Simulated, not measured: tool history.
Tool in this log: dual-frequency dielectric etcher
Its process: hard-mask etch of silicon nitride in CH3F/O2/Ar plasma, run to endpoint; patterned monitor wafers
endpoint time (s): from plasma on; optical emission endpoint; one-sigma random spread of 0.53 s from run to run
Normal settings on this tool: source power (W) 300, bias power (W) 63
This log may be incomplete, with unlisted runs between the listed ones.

| run | hour | source power (W) | bias power (W) | wafers since the last listed run | hours since the last wet clean | hours since the last source power generator calibration | hours since the last bias power generator calibration | hours since the last upper electrode change | incoming incoming film thickness, nm | endpoint time (s) |
|---|---|---|---|---|---|---|---|---|---|---|
| 1 | 0 | 260 | 74 | 0 | 403.4 | 2638.5 | 2269.5 | 3034.8 | 45.6 | 83.8 |
| 2 | 53.7 | 260 | 74 | 735 | 457.1 | 2692.2 | 2323.2 | 3088.5 | 45.39 | 83.2 |
| 3 | 86.3 | 300 | 63 | 446 | 489.7 | 2724.8 | 2355.8 | 3121.1 | 45.31 | 83.8 |
| 4 | 145.1 | 300 | 63 | 805 | 548.5 | 2783.6 | 2414.6 | 3179.9 | 45.6 | 83.8 |
|  | 172.1 | wet clean of the chamber |
| 5 | 194.7 | 300 | 63 | 350 | 22.6 | 2833.2 | 2464.2 | 3229.5 | 45.57 | 80.1 |
| 6 | 235.5 | 300 | 63 | 558 | 63.4 | 2874 | 2505 | 3270.3 | 45.15 | 79.8 |
| 7 | 302.8 | 300 | 59 | 921 | 130.7 | 2941.3 | 2572.3 | 3337.6 | 45.14 | 83 |
| 8 | 386.1 | 300 | 59 | 1140 | 214 | 3024.6 | 2655.6 | 3420.9 | 45.47 | 84 |
| 9 | 595.7 | 300 | 59 | 2870 | 423.6 | 3234.2 | 2865.2 | 3630.5 | 45.47 | 85.7 |
| 10 | 646.9 | 300 | 52 | 701 | 474.8 | 3285.4 | 2916.4 | 3681.7 | 45.11 | 89.6 |
|  | 763.3 | wet clean of the chamber |
| 11 | 763.8 | 280 | 52 | 1272 | 0.5 | 3402.3 | 3033.3 | 3798.6 | 45.82 | 91.2 |
| 12 | 790.6 | 320 | 75 | 367 | 27.3 | 3429.1 | 3060.1 | 3825.4 | 45.11 | 72.3 |
| 13 | 898.9 | 320 | 75 | 1483 | 135.6 | 3537.4 | 3168.4 | 3933.7 | 45.7 | 73.6 |
| 14 | 968 | 320 | 75 | 946 | 204.7 | 3606.5 | 3237.5 | 4002.8 | 45.53 | 73.9 |
| 15 | 995.4 | 300 | 63 | 375 | 232.1 | 3633.9 | 3264.9 | 4030.2 | 45.78 | 82.4 |
| 16 | 1031.1 | 270 | 71 | 488 | 267.8 | 3669.6 | 3300.6 | 4065.9 | 45.42 | 83.5 |
|  | 1076.9 | upper electrode replaced, of another model than before |
| 17 | 1092.3 | 280 | 50 | 509 | 329 | 3730.8 | 3361.8 | 15.4 | 45.37 | 94.2 |
| 18 | 1151.2 | 300 | 63 | 806 | 387.9 | 3789.7 | 3420.7 | 74.3 | 45.64 | 83.9 |
|  | 1165.1 | source power generator calibrated |
| 19 | 1195.3 | 280 | 73 | 549 | 432 | 30.2 | 3464.8 | 118.4 | 45.2 | 79 |
| 20 | 1240.5 | 340 | 63 | 619 | 477.2 | 75.4 | 3510 | 163.6 | 45.2 | 80.5 |
|  | 1257.3 | bias power generator calibrated |
| 21 | 1268.4 | 300 | 63 | 327 | 505.1 | 103.3 | 11.1 | 191.5 | 45.4 | 84.6 |
| 22 | 1317 | 220 | 72 | 665 | 553.7 | 151.9 | 59.7 | 240.1 | 45.46 | 85.3 |
| 23 | 1383.7 | 370 | 78 | 913 | 620.4 | 218.6 | 126.4 | 306.8 | 45.2 | 71.6 |
|  | 1428.6 | wet clean of the chamber |
| 24 | 1429.1 | 240 | 69 | 293 | 0.5 | 264 | 171.8 | 352.2 | 45.53 | 80.3 |
| 25 | 1447.7 | 270 | 70 | 254 | 19.1 | 282.6 | 190.4 | 370.8 | 45.04 | 76.3 |
| 26 | 1489.1 | 300 | 63 | 566 | 60.5 | 324 | 231.8 | 412.2 | 45.04 | 80.8 |
| 27 | 1553.1 | 240 | 63 | 876 | 124.5 | 388 | 295.8 | 476.2 | 45.69 | 86.5 |
| 28 | 1581.3 | 300 | 63 | 386 | 152.7 | 416.2 | 324 | 504.4 | 45.34 | 81.5 |
| 29 | 1640.7 | 360 | 50 | 813 | 212.1 | 475.6 | 383.4 | 563.8 | 45.14 | 87.9 |
| 30 | 1675.1 | 220 | 55 | 471 | 246.5 | 510 | 417.8 | 598.2 | 45.8 | 96.6 |
| 31 | 1743.8 | 330 | 79 | 940 | 315.2 | 578.7 | 486.5 | 666.9 | 45.1 | 71.2 |
| 32 | 1802.6 | 300 | 63 | 805 | 374 | 637.5 | 545.3 | 725.7 | 45.41 | 82.7 |
| 33 | 1856 | 350 | 75 | 731 | 427.4 | 690.9 | 598.7 | 779.1 | 45.9 | 73.4 |
| 34 | 1886.8 | 220 | 48 | 421 | 458.2 | 721.7 | 629.5 | 809.9 | 45.64 | 105.7 |

Measured less the same run without the tool's hidden state. The same run-to-run variation is in both; the gauge's scatter may not be:
Hidden state at play: etch rate over this chamber's usual, %; source power that arrives over what is set, %; bias power that arrives over what is set, %.
| run | endpoint time (s) |
|---|---|
| 1 | +2.8 |
| 2 | +3.2 |
| 3 | +3.4 |
| 4 | +3.7 |
| 5 | +0.3 |
| 6 | +0.5 |
| 7 | +1 |
| 8 | +1.5 |
| 9 | +3 |
| 10 | +3.5 |
| 11 | +0.8 |
| 12 | +0.8 |
| 13 | +1.5 |
| 14 | +1.9 |
| 15 | +2.3 |
| 16 | +2.6 |
| 17 | +3.4 |
| 18 | +3.4 |
| 19 | +3.4 |
| 20 | +3.9 |
| 21 | +4.2 |
| 22 | +4.6 |
| 23 | +4.3 |
| 24 | +0.4 |
| 25 | +0.5 |
| 26 | +0.8 |
| 27 | +1.3 |
| 28 | +1.4 |
| 29 | +2 |
| 30 | +2.4 |
| 31 | +2.1 |
| 32 | +2.9 |
| 33 | +2.9 |
| 34 | +4.4 |

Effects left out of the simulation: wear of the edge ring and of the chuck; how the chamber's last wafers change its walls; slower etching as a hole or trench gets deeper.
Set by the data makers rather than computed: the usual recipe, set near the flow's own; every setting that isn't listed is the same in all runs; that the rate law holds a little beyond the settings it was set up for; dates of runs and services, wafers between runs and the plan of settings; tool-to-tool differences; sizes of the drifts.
